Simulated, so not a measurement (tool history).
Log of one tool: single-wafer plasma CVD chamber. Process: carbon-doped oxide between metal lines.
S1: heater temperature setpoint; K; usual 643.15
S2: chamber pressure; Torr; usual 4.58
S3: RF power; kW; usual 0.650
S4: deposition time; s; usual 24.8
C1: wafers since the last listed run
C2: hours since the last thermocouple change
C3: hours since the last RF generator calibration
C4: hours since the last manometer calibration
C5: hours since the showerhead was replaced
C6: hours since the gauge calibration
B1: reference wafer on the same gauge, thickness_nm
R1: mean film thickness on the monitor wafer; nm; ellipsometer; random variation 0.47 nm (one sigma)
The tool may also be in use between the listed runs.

run,hour,S1,S2,S3,S4,C1,C2,C3,C4,C5,C6,B1,R1
1,0.0,643.15,5.39,0.650,24.8,0,412.8,578.7,706.0,2230.7,1775.3,150.964,152.356
2,80.1,643.15,5.39,0.650,24.8,1597,492.9,658.8,786.1,2310.8,1855.4,150.959,152.649
3,175.0,643.15,4.58,0.650,24.8,1893,587.8,753.7,881.0,2405.7,1950.3,150.953,148.783
4,279.2,643.15,4.58,0.650,24.8,2078,692.0,857.9,985.2,2509.9,2054.5,151.006,149.202
5,335.4,643.15,4.58,0.650,24.8,1121,748.2,914.1,1041.4,2566.1,2110.7,150.925,150.098
6,406.9,648.15,4.58,0.650,24.8,1426,819.7,985.6,1112.9,2637.6,2182.2,150.905,147.538
7,452.4,648.15,4.58,0.650,24.8,907,865.2,1031.1,1158.4,2683.1,2227.7,151.056,148.076
8,501.6,648.15,4.58,0.650,24.8,981,914.4,1080.3,1207.6,2732.3,2276.9,151.100,146.889
9,554.7,643.15,4.58,0.615,24.8,1059,967.5,1133.4,1260.7,2785.4,2330.0,150.984,143.243
10,634.0,643.15,4.58,0.650,24.8,1581,1046.8,1212.7,1340.0,2864.7,2409.3,151.086,149.180
11,684.2,643.15,4.58,0.650,24.8,1001,1097.0,1262.9,1390.2,2914.9,2459.5,151.018,148.755
# hour 739.0: gauge calibrated
12,770.9,643.15,4.58,0.650,24.8,1729,1183.7,1349.6,1476.9,3001.6,31.9,151.101,148.479
13,852.7,643.15,4.58,0.650,24.8,1631,1265.5,1431.4,1558.7,3083.4,113.7,150.975,148.492
14,898.7,643.15,4.58,0.650,24.8,917,1311.5,1477.4,1604.7,3129.4,159.7,150.964,147.743
15,993.6,638.15,4.58,0.650,24.8,1893,1406.4,1572.3,1699.6,3224.3,254.6,151.004,151.068
16,1100.9,643.15,4.58,0.755,21.5,2140,1513.7,1679.6,1806.9,3331.6,361.9,151.031,144.086
# hour 1112.9: capacitance manometer re-zeroed and calibrated
# hour 1122.7: RF generator calibrated
17,1203.3,637.15,3.97,0.525,24.8,1723,1616.1,80.6,90.4,3434.0,464.3,150.903,127.614
# hour 1256.7: showerhead replaced
18,1262.5,634.15,4.58,0.710,24.8,1021,1675.3,139.8,149.6,5.8,523.5,150.976,163.600
19,1338.9,638.15,5.08,0.650,27.9,1524,1751.7,216.2,226.0,82.2,599.9,150.973,173.450
20,1376.2,643.15,4.58,0.650,24.8,744,1789.0,253.5,263.3,119.5,637.2,151.090,149.916
# hour 1434.0: thermocouple changed; heater temperature recalibrated
21,1454.2,643.15,4.58,0.650,24.8,1396,20.2,331.5,341.3,197.5,715.2,150.973,149.968
22,1511.6,654.15,5.33,0.650,24.8,1145,77.6,388.9,398.7,254.9,772.6,151.058,148.565
23,1616.5,653.15,3.75,0.650,22.0,2092,182.5,493.8,503.6,359.8,877.5,151.035,127.127
24,1697.9,653.15,4.19,0.705,27.2,1623,263.9,575.2,585.0,441.2,958.9,151.033,168.250
25,1744.2,630.15,3.64,0.720,28.5,923,310.2,621.5,631.3,487.5,1005.2,150.975,186.071
26,1810.3,643.15,4.58,0.650,24.8,1318,376.3,687.6,697.4,553.6,1071.3,151.026,150.082

Forecast run 27:
27,1904.7,643.15,4.58,0.650,24.8,1883,470.7,782.0,791.8,648.0,1165.7,?,?

B1: 151.018
R1: 150.701 nm
Take away the tool's hidden state, keep the run-to-run variation as it was, and the same run would have given R1 151.068 nm.
